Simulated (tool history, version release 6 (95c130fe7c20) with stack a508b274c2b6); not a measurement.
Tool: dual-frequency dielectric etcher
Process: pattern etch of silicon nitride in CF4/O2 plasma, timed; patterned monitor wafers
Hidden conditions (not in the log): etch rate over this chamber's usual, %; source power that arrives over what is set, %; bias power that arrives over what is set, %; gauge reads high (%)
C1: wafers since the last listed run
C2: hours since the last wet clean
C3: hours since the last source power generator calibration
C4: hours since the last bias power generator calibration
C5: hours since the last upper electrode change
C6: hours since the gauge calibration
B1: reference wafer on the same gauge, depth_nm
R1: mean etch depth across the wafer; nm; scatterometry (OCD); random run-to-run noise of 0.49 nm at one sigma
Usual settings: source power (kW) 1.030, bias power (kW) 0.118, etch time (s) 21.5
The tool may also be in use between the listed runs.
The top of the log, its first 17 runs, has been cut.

Run 18, day 39.446: usual settings; C1 1062; C2 392.9; C3 693.2; C4 522.3; C5 636.5; C6 597.0; B1 78.6. Result: R1 72.3 nm.
Run 19, day 41.100: usual settings but etch time (s) 19.5; C1 644; C2 432.6; C3 732.9; C4 562.0; C5 676.2; C6 636.7; B1 78.8. Result: R1 66.2 nm.
Run 20, day 42.558: usual settings but etch time (s) 15.5; C1 567; C2 467.6; C3 767.9; C4 597.0; C5 711.2; C6 671.7; B1 78.8. Result: R1 51.9 nm.
At day 44.746: wet clean of the chamber.
Run 21, day 44.767: usual settings; C1 470; C2 0.5; C3 820.9; C4 650.0; C5 764.2; C6 724.7; B1 78.8. Result: R1 77.2 nm.
Run 22, day 45.162: usual settings but source power (kW) 0.850, bias power (kW) 0.133, etch time (s) 27.0; C1 154; C2 10.0; C3 830.4; C4 659.5; C5 773.7; C6 734.2; B1 78.7. Result: R1 81.1 nm.
Run 23, day 48.083: usual settings but source power (kW) 1.100, etch time (s) 15.5; C1 1137; C2 80.1; C3 900.5; C4 729.6; C5 843.8; C6 804.3; B1 78.6. Result: R1 59.7 nm.
Run 24, day 50.308: usual settings but source power (kW) 1.140, bias power (kW) 0.128, etch time (s) 16.0; C1 866; C2 133.5; C3 953.9; C4 783.0; C5 897.2; C6 857.7; B1 78.8. Result: R1 64.6 nm.
Run 25, day 51.850: usual settings but bias power (kW) 0.089; C1 600; C2 170.5; C3 990.9; C4 820.0; C5 934.2; C6 894.7; B1 78.8. Result: R1 71.5 nm.
Run 26, day 53.067: usual settings; C1 473; C2 199.7; C3 1020.1; C4 849.2; C5 963.4; C6 923.9; B1 78.8. Result: R1 74.5 nm.
Run 27, day 54.275: usual settings; C1 470; C2 228.7; C3 1049.1; C4 878.2; C5 992.4; C6 952.9; B1 78.6. Result: R1 75.6 nm.
Run 28, day 56.792: usual settings but bias power (kW) 0.090, etch time (s) 15.0; C1 979; C2 289.1; C3 1109.5; C4 938.6; C5 1052.8; C6 1013.3; B1 78.8. Result: R1 49.3 nm.
Run 29, day 59.671: usual settings but source power (kW) 0.800, etch time (s) 24.5; C1 1120; C2 358.2; C3 1178.6; C4 1007.7; C5 1121.9; C6 1082.4; B1 78.7. Result: R1 64.7 nm.
Run 30, day 61.221: usual settings but source power (kW) 0.790; C1 603; C2 395.4; C3 1215.8; C4 1044.9; C5 1159.1; C6 1119.6; B1 78.9. Result: R1 55.3 nm.
Run 31, day 63.358: usual settings but source power (kW) 1.140, bias power (kW) 0.128, etch time (s) 16.0; C1 832; C2 446.7; C3 1267.1; C4 1096.2; C5 1210.4; C6 1170.9; B1 79.0. Result: R1 61.7 nm.

3 options for the next run, each taken on its own from the tool as it stands now. Forecast them:
Run A, day 63.375: usual settings; C1 6; C2 447.1; C3 1267.5; C4 1096.6; C5 1210.8; C6 1171.3; B1 ?. Result: R1 ?.
Run B, day 63.375: usual settings but etch time (s) 19.0; C1 6; C2 447.1; C3 1267.5; C4 1096.6; C5 1210.8; C6 1171.3; B1 ?. Result: R1 ?.
Run C, day 63.375: usual settings but source power (kW) 1.180, bias power (kW) 0.134, etch time (s) 24.5; C1 6; C2 447.1; C3 1267.5; C4 1096.6; C5 1210.8; C6 1171.3; B1 ?. Result: R1 ?.

run    B1    R1
  A  78.9  73.9
  B  78.9  65.3
  C  78.9  99.8
The same runs, with their run-to-run variation unchanged, on a tool lacking any hidden condition would have given:
run     R1
  A   77.4
  B   68.4
  C  104.5
